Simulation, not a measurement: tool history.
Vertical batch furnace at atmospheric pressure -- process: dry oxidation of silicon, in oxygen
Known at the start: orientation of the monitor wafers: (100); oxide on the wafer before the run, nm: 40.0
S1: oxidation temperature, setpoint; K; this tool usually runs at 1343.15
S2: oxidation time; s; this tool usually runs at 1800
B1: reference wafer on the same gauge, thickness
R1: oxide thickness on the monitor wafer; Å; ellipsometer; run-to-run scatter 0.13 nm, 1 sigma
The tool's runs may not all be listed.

run	hour	S1	S2	B1	R1
1	0	1343.15	1800	84.23	843.4
2	9.4	1343.15	1800	84.19	843.2
3	22.6	1343.15	1800	84.21	844.5
4	39.5	1343.15	1800	84.2	843.4
# hour 44: gauge calibrated
5	53	1343.15	1800	84.23	844.1
6	61.9	1343.15	1410	84.22	767.1
7	68.8	1343.15	1410	84.19	766.3
# hour 104.7: boat lift adjusted
8	105.2	1328.15	1800	84.21	781.2
9	109.3	1328.15	1800	84.19	783
10	113.5	1328.15	1800	84.22	781
11	120.1	1343.15	1140	84.21	711.5
12	134.7	1327.15	2520	84.21	895
13	149.5	1328.15	1800	84.2	784
# hour 173.6: thermocouples replaced and temperature profile calibrated
14	186.5	1321.15	1800	84.21	756.6
15	201.3	1353.15	990	84.23	709.6
16	215.8	1321.15	2190	84.21	817.1
17	231.5	1343.15	1800	84.23	844
# hour 235: gauge calibrated
18	252	1358.15	1800	84.21	914
19	270.1	1322.15	1110	84.19	646.9
20	280.4	1343.15	1800	84.2	843.8
21	296.5	1355.15	2640	84.2	1069
22	314	1325.15	2520	84.2	885.4

For each run, what was the tool's unlogged condition?
true tube temperature minus thermocouple reading, K: 0 on each run
monitor wafer colder than the profiled boat position, K: 0 on each run
gauge reads high (%): 0 on each run

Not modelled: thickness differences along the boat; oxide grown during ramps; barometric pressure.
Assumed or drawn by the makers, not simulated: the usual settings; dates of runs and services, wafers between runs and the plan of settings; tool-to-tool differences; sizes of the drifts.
